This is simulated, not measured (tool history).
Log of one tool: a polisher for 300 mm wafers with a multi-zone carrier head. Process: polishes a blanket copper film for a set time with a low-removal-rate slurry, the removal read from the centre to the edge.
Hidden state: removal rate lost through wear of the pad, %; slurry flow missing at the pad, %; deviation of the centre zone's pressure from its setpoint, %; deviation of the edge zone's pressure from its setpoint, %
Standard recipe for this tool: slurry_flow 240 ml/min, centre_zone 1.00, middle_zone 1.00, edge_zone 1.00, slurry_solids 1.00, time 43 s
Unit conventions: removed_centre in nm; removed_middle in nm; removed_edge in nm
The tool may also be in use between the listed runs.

run,hour,slurry_flow,centre_zone,middle_zone,edge_zone,slurry_solids,time,wafers since the last listed run,wafers polished on this pad,hours since the slurry nozzle was cleaned,hours since the centre zone pressure was calibrated,hours since the edge zone pressure was calibrated,hours since the carrier head's membrane was replaced,"incoming thickness of the incoming film, nm",removed_centre,removed_middle,removed_edge
1,0.0,240,1.00,1.00,1.00,1.00,43,0,1670,313.7,1429.5,1181.8,36.1,1160.8,96.8,91.2,89.3
2,12.1,240,1.00,1.00,1.00,1.00,43,119,1790,325.8,1441.6,1193.9,48.2,1154.6,98.3,90.5,89.4
# hour 36.4: slurry nozzle cleaned
3,37.2,240,1.00,0.91,1.00,1.00,36,238,2029,0.8,1466.7,1219.0,73.3,1175.8,82.7,69.2,74.4
# hour 53.2: centre zone pressure recalibrated
# hour 59.6: worn pad replaced by a new one
4,137.0,170,1.08,1.09,1.00,1.00,43,928,766,100.6,83.8,1318.8,173.1,1177.3,92.5,91.5,84.8
5,168.7,265,0.90,1.00,1.00,1.25,39,313,1080,132.3,115.5,1350.5,204.8,1182.1,83.4,85.7,85.9
6,198.9,240,1.00,1.10,1.00,1.15,43,299,1379,162.5,145.7,1380.7,235.0,1199.8,96.1,102.5,91.1
7,234.0,240,1.00,1.00,1.00,1.00,43,347,1726,197.6,180.8,1415.8,270.1,1164.6,94.1,91.4,89.5
8,251.2,240,1.00,1.00,1.00,1.00,43,170,1897,214.8,198.0,1433.0,287.3,1190.9,95.1,90.8,91.3
# hour 268.1: worn pad replaced by a new one
9,268.6,240,1.00,1.00,1.00,1.00,30,132,4,232.2,215.4,1450.4,304.7,1178.9,65.3,62.3,61.7
10,293.2,205,1.00,1.04,1.04,1.00,36,243,248,256.8,240.0,1475.0,329.3,1193.4,77.5,74.9,75.9
11,315.4,240,1.04,0.93,1.00,1.15,31,219,468,279.0,262.2,1497.2,351.5,1164.8,73.6,61.8,66.1
12,346.2,240,1.06,1.00,1.08,0.80,43,304,773,309.8,293.0,1528.0,382.3,1179.2,96.2,86.8,88.1
13,381.8,240,1.00,1.11,1.00,1.25,43,352,1125,345.4,328.6,1563.6,417.9,1173.9,100.0,104.8,93.9

Run 14, settings as shown, results not yet in. Your forecast:
# hour 389.5: slurry nozzle cleaned
# hour 393.2: edge zone pressure recalibrated
14,408.1,240,1.10,1.00,0.90,0.85,43,230,1356,18.6,354.9,14.9,444.2,1182.8,?,?,?

{"run 14": {"removed_centre": 102.6, "removed_middle": 87.1, "removed_edge": 81.9}}
On a tool with no hidden condition, and with the same random variation, this run would have come out at removed_centre 95.4 nm, removed_middle 87.2 nm, removed_edge 81.9 nm.
